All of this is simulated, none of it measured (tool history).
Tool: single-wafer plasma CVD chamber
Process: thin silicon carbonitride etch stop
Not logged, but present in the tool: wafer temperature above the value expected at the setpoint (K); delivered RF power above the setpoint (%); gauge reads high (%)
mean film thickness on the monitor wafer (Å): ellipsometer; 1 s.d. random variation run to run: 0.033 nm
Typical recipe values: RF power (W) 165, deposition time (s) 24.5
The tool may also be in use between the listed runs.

| run | hour | RF power (W) | deposition time (s) | wafers since the last listed run | hours since the last thermocouple change | hours since the last RF generator calibration | hours since the showerhead was replaced | hours since the gauge calibration | read-back reference wafer on the same gauge, thickness_nm | mean film thickness on the monitor wafer (Å) |
|---|---|---|---|---|---|---|---|---|---|---|
| 1 | 0 | 165 | 24.5 | 0 | 2515.5 | 801.5 | 4895.4 | 23.4 | 14.104 | 126.9 |
| 2 | 28.6 | 165 | 24.5 | 661 | 2544.1 | 830.1 | 4924 | 52 | 14.095 | 125.82 |
| 3 | 56.7 | 165 | 21.6 | 650 | 2572.2 | 858.2 | 4952.1 | 80.1 | 14.109 | 111.73 |
| 4 | 71.4 | 165 | 21.6 | 340 | 2586.9 | 872.9 | 4966.8 | 94.8 | 14.105 | 111.51 |
| 5 | 85.1 | 165 | 24.5 | 317 | 2600.6 | 886.6 | 4980.5 | 108.5 | 14.085 | 126.06 |
| 6 | 101.2 | 190 | 24.5 | 372 | 2616.7 | 902.7 | 4996.6 | 124.6 | 14.098 | 134.65 |
| 7 | 130.9 | 190 | 24.5 | 687 | 2646.4 | 932.4 | 5026.3 | 154.3 | 14.092 | 135.07 |
|  | 150 | RF generator calibrated |
| 8 | 158.3 | 165 | 20.8 | 448 | 2673.8 | 8.3 | 5053.7 | 181.7 | 14.11 | 110.72 |
| 9 | 183.9 | 145 | 24.5 | 592 | 2699.4 | 33.9 | 5079.3 | 207.3 | 14.096 | 121.87 |
|  | 212.9 | gauge calibrated |
|  | 219.7 | showerhead replaced, of another model than before |
| 10 | 220.2 | 185 | 24.5 | 654 | 2735.7 | 70.2 | 0.5 | 7.3 | 14.094 | 134.27 |
| 11 | 237.6 | 175 | 24.5 | 402 | 2753.1 | 87.6 | 17.9 | 24.7 | 14.101 | 132.44 |
| 12 | 258.8 | 140 | 24.5 | 490 | 2774.3 | 108.8 | 39.1 | 45.9 | 14.092 | 124.46 |
| 13 | 290.8 | 180 | 24.5 | 740 | 2806.3 | 140.8 | 71.1 | 77.9 | 14.113 | 132.36 |
|  | 301.7 | thermocouple changed; heater temperature recalibrated |
| 14 | 316.3 | 195 | 24.5 | 404 | 14.6 | 166.3 | 96.6 | 103.4 | 14.095 | 135.97 |
| 15 | 342.1 | 165 | 24.5 | 597 | 40.4 | 192.1 | 122.4 | 129.2 | 14.091 | 130.27 |
| 16 | 358.7 | 165 | 24.5 | 384 | 57 | 208.7 | 139 | 145.8 | 14.096 | 130.48 |
| 17 | 392.2 | 140 | 22 | 775 | 90.5 | 242.2 | 172.5 | 179.3 | 14.108 | 110.9 |

Forecast each of these 5 alternatives for the next run:
| A | 392.6 | 165 | 24.5 | 9 | 90.9 | 242.6 | 172.9 | 179.7 | ? | ? |
| B | 392.6 | 150 | 28.5 | 9 | 90.9 | 242.6 | 172.9 | 179.7 | ? | ? |
| C | 392.6 | 165 | 22.8 | 9 | 90.9 | 242.6 | 172.9 | 179.7 | ? | ? |
| D | 392.6 | 155 | 27.8 | 9 | 90.9 | 242.6 | 172.9 | 179.7 | ? | ? |
| E | 392.6 | 165 | 21.4 | 9 | 90.9 | 242.6 | 172.9 | 179.7 | ? | ? |

| run | read-back reference wafer on the same gauge, thickness_nm | mean film thickness on the monitor wafer (Å) |
|---|---|---|
| A | 14.104 | 129.53 |
| B | 14.104 | 146.94 |
| C | 14.104 | 120.55 |
| D | 14.104 | 144.57 |
| E | 14.104 | 113.14 |
Had the tool no hidden state, the same runs would have come out as:
| run | mean film thickness on the monitor wafer (Å) |
|---|---|
| A | 131.2 |
| B | 148.84 |
| C | 122.1 |
| D | 146.44 |
| E | 114.6 |
